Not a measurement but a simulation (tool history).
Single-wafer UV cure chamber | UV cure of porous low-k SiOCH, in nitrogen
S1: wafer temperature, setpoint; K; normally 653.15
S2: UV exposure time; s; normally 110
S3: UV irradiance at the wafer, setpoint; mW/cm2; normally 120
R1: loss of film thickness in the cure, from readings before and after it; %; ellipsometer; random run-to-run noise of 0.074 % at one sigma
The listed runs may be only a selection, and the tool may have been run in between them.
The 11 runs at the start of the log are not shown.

run,day,S1,S2,S3,R1
12,7.042,665.15,110,120,6.388
13,7.762,653.15,110,120,6.013
# day 8.625: UV bulbs replaced
14,8.646,653.15,110,120,7.86
15,8.912,653.15,110,120,7.71
16,9.479,653.15,110,120,7.666
17,9.879,653.15,110,120,7.783
18,10.496,653.15,110,120,7.63
19,11.021,663.15,55,143,5.851
# day 11.817: quartz window cleaned
20,11.838,653.15,110,120,8.103
21,12.183,653.15,110,120,7.931
22,12.896,659.15,110,101,7.525
23,13.554,653.15,110,85,6.627
24,14.171,658.15,165,146,10.418
25,14.917,653.15,110,134,8.203
26,15.654,653.15,110,120,7.78
27,16.092,638.15,60,82,4.024
28,16.379,672.15,130,134,9.043

Forecast run 29:
29,16.946,644.15,110,148,?

R1: 8.308 %
With no hidden state in the tool, this same run would have given R1 9.006 %.

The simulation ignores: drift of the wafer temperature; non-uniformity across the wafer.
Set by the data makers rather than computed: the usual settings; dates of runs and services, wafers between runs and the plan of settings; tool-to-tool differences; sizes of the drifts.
